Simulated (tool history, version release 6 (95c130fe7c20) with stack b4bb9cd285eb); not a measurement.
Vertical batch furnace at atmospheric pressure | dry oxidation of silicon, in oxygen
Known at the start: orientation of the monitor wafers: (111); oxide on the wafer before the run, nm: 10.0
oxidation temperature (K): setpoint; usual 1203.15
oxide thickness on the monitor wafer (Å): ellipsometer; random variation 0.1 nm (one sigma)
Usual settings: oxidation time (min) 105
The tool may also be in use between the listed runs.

| run | hour | oxidation temperature (K) | oxidation time (min) | wafers since the last listed run | hours since the last temperature calibration | hours since the boat lift was adjusted | hours since the gauge calibration | read-back reference wafer on the same gauge, thickness | oxide thickness on the monitor wafer (Å) |
|---|---|---|---|---|---|---|---|---|---|
| 1 | 0 | 1203.15 | 105 | 0 | 2392.3 | 4179.6 | 666.5 | 48.5 | 584.2 |
| 2 | 71.8 | 1203.15 | 105 | 660 | 2464.1 | 4251.4 | 738.3 | 48.51 | 584.2 |
| 3 | 161.4 | 1203.15 | 105 | 823 | 2553.7 | 4341 | 827.9 | 48.49 | 582.2 |
| 4 | 256 | 1203.15 | 105 | 869 | 2648.3 | 4435.6 | 922.5 | 48.52 | 584.7 |
| 5 | 328.1 | 1203.15 | 105 | 662 | 2720.4 | 4507.7 | 994.6 | 48.54 | 584.2 |
| 6 | 434.3 | 1203.15 | 105 | 976 | 2826.6 | 4613.9 | 1100.8 | 48.53 | 584.8 |
|  | 459 | thermocouples replaced and temperature profile calibrated |
| 7 | 538.7 | 1203.15 | 105 | 739 | 79.7 | 4718.3 | 1205.2 | 48.5 | 573.6 |
| 8 | 586 | 1193.15 | 131 | 434 | 127 | 4765.6 | 1252.5 | 48.55 | 605.4 |
|  | 586.9 | gauge calibrated |
| 9 | 655.8 | 1193.15 | 131 | 641 | 196.8 | 4835.4 | 68.9 | 48.49 | 604.7 |
| 10 | 763.1 | 1203.15 | 105 | 986 | 304.1 | 4942.7 | 176.2 | 48.51 | 572.4 |
| 11 | 810.5 | 1190.15 | 83 | 435 | 351.5 | 4990.1 | 223.6 | 48.51 | 442.2 |
| 12 | 887.3 | 1216.15 | 139.5 | 706 | 428.3 | 5066.9 | 300.4 | 48.51 | 761 |
| 13 | 973.5 | 1183.15 | 86.5 | 792 | 514.5 | 5153.1 | 386.6 | 48.5 | 425.1 |
|  | 1001 | boat lift adjusted |
| 14 | 1070.3 | 1203.15 | 105 | 669 | 611.3 | 69.3 | 483.4 | 48.5 | 591.8 |
| 15 | 1134.2 | 1203.15 | 55 | 587 | 675.2 | 133.2 | 547.3 | 48.51 | 396.9 |
| 16 | 1202.5 | 1217.15 | 128.5 | 627 | 743.5 | 201.5 | 615.6 | 48.48 | 755.8 |
| 17 | 1242.7 | 1203.15 | 105 | 369 | 783.7 | 241.7 | 655.8 | 48.5 | 592.9 |
| 18 | 1282.5 | 1189.15 | 135 | 365 | 823.5 | 281.5 | 695.6 | 48.52 | 616.4 |

5 ways to go on from here, each from the tool as it stands after run 18. What would each give?
| A | 1289 | 1190.15 | 105 | 59 | 830 | 288 | 702.1 | ? | ? |
| B | 1289 | 1221.15 | 147 | 59 | 830 | 288 | 702.1 | ? | ? |
| C | 1289 | 1193.15 | 128.5 | 59 | 830 | 288 | 702.1 | ? | ? |
| D | 1289 | 1189.15 | 62 | 59 | 830 | 288 | 702.1 | ? | ? |
| E | 1289 | 1203.15 | 144.5 | 59 | 830 | 288 | 702.1 | ? | ? |

| run | read-back reference wafer on the same gauge, thickness | oxide thickness on the monitor wafer (Å) |
|---|---|---|
| A | 48.51 | 532.5 |
| B | 48.51 | 848.7 |
| C | 48.51 | 622.4 |
| D | 48.51 | 381.8 |
| E | 48.51 | 731.4 |
Without the tool's hidden state the same runs would have given:
| run | oxide thickness on the monitor wafer (Å) |
|---|---|
| A | 529.8 |
| B | 845.2 |
| C | 619.3 |
| D | 380 |
| E | 728 |
